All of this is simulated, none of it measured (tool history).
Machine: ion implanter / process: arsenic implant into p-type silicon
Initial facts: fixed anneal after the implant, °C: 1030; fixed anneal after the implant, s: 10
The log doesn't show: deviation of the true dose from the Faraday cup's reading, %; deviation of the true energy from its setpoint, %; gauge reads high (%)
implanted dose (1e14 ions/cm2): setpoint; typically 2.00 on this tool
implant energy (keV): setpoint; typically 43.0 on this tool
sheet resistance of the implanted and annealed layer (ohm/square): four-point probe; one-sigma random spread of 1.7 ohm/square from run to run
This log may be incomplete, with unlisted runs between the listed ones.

run	day	implanted dose (1e14 ions/cm2)	implant energy (keV)	wafers since the last listed run	hours since the last dose calibration	hours since the extraction supply was calibrated	hours since the gauge calibration	read-back reference wafer on the same gauge, sheet resistance	sheet resistance of the implanted and annealed layer (ohm/square)
1	0.000	2.00	43.0	0	1950.2	3655.8	606.7	324.93	367.50
2	2.879	2.00	43.0	878	2019.3	3724.9	675.8	325.00	369.30
3	6.808	2.00	43.0	1199	2113.6	3819.2	770.1	325.09	368.83
4	9.179	2.00	43.0	723	2170.5	3876.1	827.0	324.35	370.48
# day 10.967: gauge calibrated
5	12.996	2.00	43.0	1164	2262.1	3967.7	48.7	324.60	366.42
6	16.175	2.00	43.0	970	2338.4	4044.0	125.0	325.10	367.21
7	18.925	2.36	43.0	839	2404.4	4110.0	191.0	324.98	328.95
# day 20.883: extraction supply calibrated
8	21.425	2.36	43.0	661	2464.4	13.0	251.0	324.50	328.37
9	24.117	1.78	52.0	821	2529.0	77.6	315.6	324.75	387.55
10	28.517	2.00	43.0	1342	2634.6	183.2	421.2	325.51	369.99
# day 29.608: Faraday cup replaced and dose calibrated
11	31.662	2.22	47.5	858	49.3	258.7	496.7	324.74	348.88
12	36.146	2.00	43.0	1368	156.9	366.3	604.3	325.04	378.89
13	39.300	2.48	48.5	962	232.6	442.0	680.0	324.78	317.44
# day 40.304: gauge calibrated
14	43.038	2.27	43.0	1140	322.3	531.7	65.6	324.66	341.21
15	53.625	2.00	43.0	3231	576.4	785.8	319.7	324.83	373.94

What does the tool deliver on the next run?
16	56.204	2.24	35.5	787	638.3	847.7	381.6	?	?

Run 16 produced read-back reference wafer on the same gauge, sheet resistance 324.89, sheet resistance of the implanted and annealed layer (ohm/square) 356.15.
Had the tool carried no hidden state, the very same run would have given sheet resistance of the implanted and annealed layer (ohm/square) 363.20.
